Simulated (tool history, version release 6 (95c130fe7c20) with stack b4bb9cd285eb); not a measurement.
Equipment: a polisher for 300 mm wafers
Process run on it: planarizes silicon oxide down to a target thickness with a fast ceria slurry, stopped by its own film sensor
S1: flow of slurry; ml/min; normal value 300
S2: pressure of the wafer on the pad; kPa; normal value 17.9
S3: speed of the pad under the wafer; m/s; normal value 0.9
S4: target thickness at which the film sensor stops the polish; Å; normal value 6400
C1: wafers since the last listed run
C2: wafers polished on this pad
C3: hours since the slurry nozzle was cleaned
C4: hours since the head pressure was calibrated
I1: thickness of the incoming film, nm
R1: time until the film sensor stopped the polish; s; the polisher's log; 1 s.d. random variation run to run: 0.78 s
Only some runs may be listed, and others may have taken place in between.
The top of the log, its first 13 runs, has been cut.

run   hour   S1    S2   S3    S4   C1    C2     C3      C4      I1    R1
 14  405.6  300  17.9  0.9  6400  339  1927  349.3  1157.6  1496.1  83.9
 15  434.4  300  17.9  0.9  6400  327  2254  378.1  1186.4  1481.1  81.9
     448.0  -- worn pad replaced by a new one
 16  456.2  300  17.9  0.9  6400  202    93  399.9  1208.2  1500.4  84.4
 17  476.3  300  17.9  0.9  6400  228   321  420.0  1228.3  1532.4  89.1
 18  500.5  300  17.9  0.9  6400  274   596  444.2  1252.5  1489.8  82.9
 19  530.8  300  22.8  0.9  6400  344   940  474.5  1282.8  1532.6  75.5
     551.8  -- head pressure recalibrated
 20  552.3  300  21.4  1.0  4800  221  1161  496.0     0.5  1500.7  73.4
     576.9  -- slurry nozzle cleaned
 21  577.6  225  15.2  0.9  6400  275  1437    0.7    25.8  1493.3  90.5
 22  593.8  245  22.8  0.9  8880  183  1621   16.9    42.0  1516.1  48.3

Run 23, settings as shown, results not yet in. Your forecast:
 23  621.7  300  17.9  0.9  6400  316  1938  44.8  69.9  1511.9   ?

R1: 79.9 s
Without the tool's hidden state the same run would have given R1 78.3 s.
